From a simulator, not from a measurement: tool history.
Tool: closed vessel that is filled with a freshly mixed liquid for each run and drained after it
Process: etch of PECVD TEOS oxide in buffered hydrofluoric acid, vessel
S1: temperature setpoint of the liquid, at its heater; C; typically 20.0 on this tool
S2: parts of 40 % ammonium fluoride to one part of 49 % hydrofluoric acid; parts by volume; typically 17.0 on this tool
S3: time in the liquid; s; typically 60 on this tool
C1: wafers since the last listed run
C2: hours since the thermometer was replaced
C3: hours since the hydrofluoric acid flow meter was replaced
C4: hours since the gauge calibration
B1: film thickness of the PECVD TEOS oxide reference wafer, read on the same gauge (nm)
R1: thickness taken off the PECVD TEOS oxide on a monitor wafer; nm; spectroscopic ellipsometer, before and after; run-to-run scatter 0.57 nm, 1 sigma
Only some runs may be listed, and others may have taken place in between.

run,hour,S1,S2,S3,C1,C2,C3,C4,B1,R1
1,0.0,20.0,17.0,60,0,2974.9,191.7,477.1,30.00,68.02
2,23.8,20.0,17.0,60,1688,2998.7,215.5,500.9,29.99,69.36
3,35.8,20.0,14.0,40,851,3010.7,227.5,512.9,30.03,55.47
4,58.4,20.0,14.0,40,1603,3033.3,250.1,535.5,30.03,55.03
5,89.6,20.0,14.0,40,2213,3064.5,281.3,566.7,30.01,54.29
# hour 102.1: thermometer replaced
6,109.2,20.0,22.5,60,1319,7.1,300.9,586.3,30.00,58.45
7,144.4,17.5,17.0,60,2497,42.3,336.1,621.5,30.03,64.24
8,161.4,17.5,17.0,60,1206,59.3,353.1,638.5,29.99,64.04
9,193.7,20.0,20.0,60,2291,91.6,385.4,670.8,30.01,62.98
10,216.3,20.0,20.0,60,1603,114.2,408.0,693.4,30.00,63.47
11,244.1,20.0,14.0,60,1972,142.0,435.8,721.2,30.00,89.57
12,260.1,20.0,17.0,35,1135,158.0,451.8,737.2,30.02,43.01
13,291.9,18.0,14.5,60,2256,189.8,483.6,769.0,30.02,77.06
14,308.2,20.0,17.0,60,1156,206.1,499.9,785.3,30.00,73.85
15,329.8,20.0,17.0,85,1532,227.7,521.5,806.9,29.96,105.70
16,365.3,21.5,11.5,75,2518,263.2,557.0,842.4,30.01,147.56
17,383.9,24.0,14.0,70,1319,281.8,575.6,861.0,30.01,128.92
# hour 406.6: gauge calibrated
18,411.7,20.0,14.5,60,1972,309.6,603.4,5.1,29.96,85.24
19,431.4,20.0,17.0,60,1397,329.3,623.1,24.8,29.98,73.85
20,456.3,20.0,17.0,30,1766,354.2,648.0,49.7,29.98,36.70
21,480.1,20.0,20.0,60,1688,378.0,671.8,73.5,29.98,63.57
22,503.3,20.0,17.0,60,1646,401.2,695.0,96.7,30.01,73.01
23,534.2,17.5,12.0,85,2192,432.1,725.9,127.6,30.00,126.98
24,555.8,24.0,21.0,30,1532,453.7,747.5,149.2,30.00,37.93
# hour 600.0: hydrofluoric acid flow meter replaced
25,607.0,21.5,12.0,90,3561,504.9,7.0,200.4,30.02,166.40
26,637.0,17.0,17.0,85,2128,534.9,37.0,230.4,30.00,87.19
27,659.6,20.0,10.5,60,1603,557.5,59.6,253.0,29.96,117.14
28,680.1,20.0,17.0,60,1454,578.0,80.1,273.5,29.99,73.63
29,709.1,17.0,10.5,70,2057,607.0,109.1,302.5,29.98,114.52
30,733.7,23.0,17.0,60,1745,631.6,133.7,327.1,30.00,85.36
31,765.9,20.0,20.5,80,2284,663.8,165.9,359.3,30.01,82.23
32,780.2,20.0,17.0,60,1014,678.1,180.2,373.6,29.98,73.49
33,871.4,20.0,17.0,60,6470,769.3,271.4,464.8,30.02,72.80
34,896.3,20.0,17.0,60,1766,794.2,296.3,489.7,30.01,72.77

The logged runs with the hidden state left out (each run's random variation unchanged):
What the log doesn't record here: liquid colder than its thermometer reads (K); hydrofluoric acid flow below the setpoint (%); gauge reads high (%).
run,R1
1,73.60
2,75.10
3,60.09
4,59.65
5,58.91
6,58.75
7,64.65
8,64.48
9,63.45
10,63.97
11,90.38
12,43.43
13,77.86
14,74.64
15,106.89
16,149.29
17,130.48
18,86.40
19,74.89
20,37.24
21,64.54
22,74.17
23,129.10
24,38.55
25,169.47
26,88.90
27,119.46
28,75.14
29,117.03
30,87.21
31,84.10
32,75.21
33,74.66
34,74.67
